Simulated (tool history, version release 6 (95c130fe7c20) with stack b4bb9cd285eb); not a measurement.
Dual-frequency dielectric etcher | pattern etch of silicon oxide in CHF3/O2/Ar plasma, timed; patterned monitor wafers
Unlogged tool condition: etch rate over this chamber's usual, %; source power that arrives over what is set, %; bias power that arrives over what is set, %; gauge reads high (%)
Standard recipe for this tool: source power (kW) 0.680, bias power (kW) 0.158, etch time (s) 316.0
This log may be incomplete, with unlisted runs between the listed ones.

| run | day | source power (kW) | bias power (kW) | etch time (s) | wafers since the last listed run | hours since the last wet clean | hours since the last source power generator calibration | hours since the last bias power generator calibration | hours since the last upper electrode change | hours since the gauge calibration | read-back reference wafer on the same gauge, depth_nm | mean etch depth across the wafer (angstrom) |
|---|---|---|---|---|---|---|---|---|---|---|---|---|
| 1 | 0.000 | 0.680 | 0.141 | 345.5 | 0 | 82.9 | 2283.9 | 1106.8 | 3354.5 | 2367.7 | 670.5 | 6997 |
| 2 | 2.688 | 0.680 | 0.141 | 345.5 | 329 | 147.4 | 2348.4 | 1171.3 | 3419.0 | 2432.2 | 669.2 | 7052 |
| 3 | 5.371 | 0.680 | 0.141 | 345.5 | 328 | 211.8 | 2412.8 | 1235.7 | 3483.4 | 2496.6 | 668.4 | 6939 |
| 4 | 8.417 | 0.680 | 0.158 | 316.0 | 373 | 284.9 | 2485.9 | 1308.8 | 3556.5 | 2569.7 | 670.8 | 6463 |
| 5 | 11.467 | 0.680 | 0.158 | 316.0 | 373 | 358.1 | 2559.1 | 1382.0 | 3629.7 | 2642.9 | 670.4 | 6444 |
| 6 | 15.483 | 0.680 | 0.158 | 316.0 | 492 | 454.5 | 2655.5 | 1478.4 | 3726.1 | 2739.3 | 670.9 | 6453 |
| 7 | 17.258 | 0.680 | 0.158 | 316.0 | 217 | 497.1 | 2698.1 | 1521.0 | 3768.7 | 2781.9 | 670.0 | 6428 |
|  | 19.579 | wet clean of the chamber |
|  | 20.546 | upper electrode replaced |
| 8 | 21.042 | 0.680 | 0.158 | 316.0 | 222 | 35.1 | 2788.9 | 1611.8 | 11.9 | 2872.7 | 669.5 | 6473 |
| 9 | 23.175 | 0.680 | 0.168 | 316.0 | 261 | 86.3 | 2840.1 | 1663.0 | 63.1 | 2923.9 | 670.2 | 6583 |
|  | 26.304 | bias power generator calibrated |
| 10 | 27.638 | 0.680 | 0.168 | 316.0 | 526 | 193.4 | 2947.2 | 32.0 | 170.2 | 3031.0 | 670.3 | 6467 |
|  | 28.388 | gauge calibrated |
| 11 | 31.154 | 0.680 | 0.168 | 316.0 | 430 | 277.8 | 3031.6 | 116.4 | 254.6 | 66.4 | 670.2 | 6538 |
|  | 31.954 | source power generator calibrated |
| 12 | 33.142 | 0.840 | 0.142 | 316.0 | 223 | 325.5 | 28.5 | 164.1 | 302.3 | 114.1 | 669.5 | 7494 |
| 13 | 36.221 | 0.680 | 0.158 | 253.0 | 377 | 399.4 | 102.4 | 238.0 | 376.2 | 188.0 | 669.1 | 5296 |
|  | 38.712 | wet clean of the chamber |
| 14 | 38.733 | 0.680 | 0.158 | 316.0 | 185 | 0.5 | 162.7 | 298.3 | 436.5 | 248.3 | 670.3 | 6670 |
| 15 | 41.154 | 0.610 | 0.158 | 316.0 | 296 | 58.6 | 220.8 | 356.4 | 494.6 | 306.4 | 670.4 | 6184 |
| 16 | 44.562 | 0.680 | 0.158 | 316.0 | 417 | 140.4 | 302.6 | 438.2 | 576.4 | 388.2 | 670.5 | 6693 |
| 17 | 48.042 | 0.680 | 0.158 | 374.0 | 426 | 223.9 | 386.1 | 521.7 | 659.9 | 471.7 | 671.2 | 7891 |

For run 18, what comes out?
| 18 | 51.871 | 0.530 | 0.158 | 222.5 | 469 | 315.8 | 478.0 | 613.6 | 751.8 | 563.6 | ? | ? |

{"run 18": {"read-back reference wafer on the same gauge, depth_nm": 668.8, "mean etch depth across the wafer (angstrom)": 3990}}
With no hidden state in the tool, this same run would have given mean etch depth across the wafer (angstrom) 3997.
